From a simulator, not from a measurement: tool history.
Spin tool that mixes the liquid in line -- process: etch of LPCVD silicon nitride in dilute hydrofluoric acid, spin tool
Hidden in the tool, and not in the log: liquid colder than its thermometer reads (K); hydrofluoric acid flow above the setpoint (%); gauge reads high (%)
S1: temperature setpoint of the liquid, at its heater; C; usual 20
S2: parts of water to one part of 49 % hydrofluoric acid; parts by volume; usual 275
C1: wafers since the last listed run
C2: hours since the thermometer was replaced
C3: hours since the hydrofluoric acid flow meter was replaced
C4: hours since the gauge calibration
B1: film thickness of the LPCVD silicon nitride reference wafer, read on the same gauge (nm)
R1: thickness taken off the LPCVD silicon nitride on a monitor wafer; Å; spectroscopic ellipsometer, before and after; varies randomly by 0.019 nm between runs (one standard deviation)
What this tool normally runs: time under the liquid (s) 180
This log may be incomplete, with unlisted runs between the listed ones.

run 1 hour=0 | S1=20 S2=275 time_under_the_liquid_(s)=225 | C1=0 C2=2164.6 C3=521.8 C4=30.3 | B1=119.98 | R1=3.06
run 2 hour=13.4 | S1=20 S2=275 time_under_the_liquid_(s)=125 | C1=64 C2=2178 C3=535.2 C4=43.7 | B1=120.004 | R1=1.79
run 3 hour=25.8 | S1=20 S2=275 time_under_the_liquid_(s)=180 | C1=59 C2=2190.4 C3=547.6 C4=56.1 | B1=119.965 | R1=2.29
run 4 hour=42.4 | S1=20 S2=275 time_under_the_liquid_(s)=180 | C1=80 C2=2207 C3=564.2 C4=72.7 | B1=119.983 | R1=2
run 5 hour=59.9 | S1=20 S2=275 time_under_the_liquid_(s)=180 | C1=84 C2=2224.5 C3=581.7 C4=90.2 | B1=120.011 | R1=2.04
run 6 hour=72 | S1=20 S2=275 time_under_the_liquid_(s)=180 | C1=58 C2=2236.6 C3=593.8 C4=102.3 | B1=119.986 | R1=2.02
run 7 hour=86 | S1=20 S2=275 time_under_the_liquid_(s)=180 | C1=67 C2=2250.6 C3=607.8 C4=116.3 | B1=119.995 | R1=2.12
run 8 hour=92.4 | S1=20 S2=275 time_under_the_liquid_(s)=180 | C1=30 C2=2257 C3=614.2 C4=122.7 | B1=120.013 | R1=1.99
run 9 hour=110.2 | S1=20 S2=275 time_under_the_liquid_(s)=180 | C1=86 C2=2274.8 C3=632 C4=140.5 | B1=119.989 | R1=2.29
-- hour=118.2 thermometer replaced
run 10 hour=123.8 | S1=23.5 S2=275 time_under_the_liquid_(s)=180 | C1=60 C2=5.6 C3=645.6 C4=154.1 | B1=120.013 | R1=2.63
run 11 hour=168.1 | S1=23.5 S2=275 time_under_the_liquid_(s)=180 | C1=214 C2=49.9 C3=689.9 C4=198.4 | B1=120.015 | R1=3.08
run 12 hour=177.3 | S1=23.5 S2=275 time_under_the_liquid_(s)=180 | C1=44 C2=59.1 C3=699.1 C4=207.6 | B1=120.005 | R1=2.73
run 13 hour=193.3 | S1=20 S2=275 time_under_the_liquid_(s)=180 | C1=77 C2=75.1 C3=715.1 C4=223.6 | B1=119.985 | R1=2.18
run 14 hour=204.5 | S1=20 S2=275 time_under_the_liquid_(s)=180 | C1=54 C2=86.3 C3=726.3 C4=234.8 | B1=119.992 | R1=2.21
-- hour=216.8 hydrofluoric acid flow meter replaced
-- hour=218.4 gauge calibrated
run 15 hour=222.4 | S1=18 S2=205 time_under_the_liquid_(s)=145 | C1=81 C2=104.2 C3=5.6 C4=4 | B1=120.001 | R1=2.42
run 16 hour=232.8 | S1=20 S2=275 time_under_the_liquid_(s)=100 | C1=50 C2=114.6 C3=16 C4=14.4 | B1=120.003 | R1=1.25
run 17 hour=249.2 | S1=20 S2=275 time_under_the_liquid_(s)=180 | C1=79 C2=131 C3=32.4 C4=30.8 | B1=119.997 | R1=2.56
run 18 hour=259.3 | S1=17 S2=170 time_under_the_liquid_(s)=280 | C1=48 C2=141.1 C3=42.5 C4=40.9 | B1=120.006 | R1=4.23
run 19 hour=271.9 | S1=18.5 S2=195 time_under_the_liquid_(s)=95 | C1=60 C2=153.7 C3=55.1 C4=53.5 | B1=120.013 | R1=1.56
run 20 hour=280.4 | S1=23.5 S2=320 time_under_the_liquid_(s)=100 | C1=41 C2=162.2 C3=63.6 C4=62 | B1=119.984 | R1=1.23
run 21 hour=294.2 | S1=20 S2=275 time_under_the_liquid_(s)=215 | C1=66 C2=176 C3=77.4 C4=75.8 | B1=119.996 | R1=2.75
run 22 hour=304.5 | S1=23.5 S2=275 time_under_the_liquid_(s)=180 | C1=49 C2=186.3 C3=87.7 C4=86.1 | B1=119.988 | R1=2.82
run 23 hour=316.8 | S1=20 S2=275 time_under_the_liquid_(s)=130 | C1=59 C2=198.6 C3=100 C4=98.4 | B1=120.002 | R1=1.65
run 24 hour=325.2 | S1=20 S2=275 time_under_the_liquid_(s)=180 | C1=40 C2=207 C3=108.4 C4=106.8 | B1=119.994 | R1=2.15
run 25 hour=336.2 | S1=20 S2=320 time_under_the_liquid_(s)=235 | C1=53 C2=218 C3=119.4 C4=117.8 | B1=120.02 | R1=2.71
run 26 hour=349.3 | S1=17 S2=275 time_under_the_liquid_(s)=220 | C1=63 C2=231.1 C3=132.5 C4=130.9 | B1=120.019 | R1=2.23
run 27 hour=355.5 | S1=20 S2=275 time_under_the_liquid_(s)=180 | C1=29 C2=237.3 C3=138.7 C4=137.1 | B1=119.993 | R1=2.1

5 options for the next run, each taken on its own from the tool as it stands now. Forecast them:
run A hour=356 | S1=20 S2=275 time_under_the_liquid_(s)=230 | C1=2 C2=237.8 C3=139.2 C4=137.6 | B1=? | R1=?
run B hour=356 | S1=20 S2=275 time_under_the_liquid_(s)=210 | C1=2 C2=237.8 C3=139.2 C4=137.6 | B1=? | R1=?
run C hour=356 | S1=20 S2=210 time_under_the_liquid_(s)=180 | C1=2 C2=237.8 C3=139.2 C4=137.6 | B1=? | R1=?
run D hour=356 | S1=22.5 S2=275 time_under_the_liquid_(s)=100 | C1=2 C2=237.8 C3=139.2 C4=137.6 | B1=? | R1=?
run E hour=356 | S1=20 S2=355 time_under_the_liquid_(s)=140 | C1=2 C2=237.8 C3=139.2 C4=137.6 | B1=? | R1=?

run=A B1=119.985 R1=2.75
run=B B1=119.985 R1=2.51
run=C B1=119.985 R1=2.79
run=D B1=119.985 R1=1.4
run=E B1=119.985 R1=1.31
Had the tool no hidden state, the same runs would have come out as:
run=A R1=2.75
run=B R1=2.51
run=C R1=2.79
run=D R1=1.4
run=E R1=1.31

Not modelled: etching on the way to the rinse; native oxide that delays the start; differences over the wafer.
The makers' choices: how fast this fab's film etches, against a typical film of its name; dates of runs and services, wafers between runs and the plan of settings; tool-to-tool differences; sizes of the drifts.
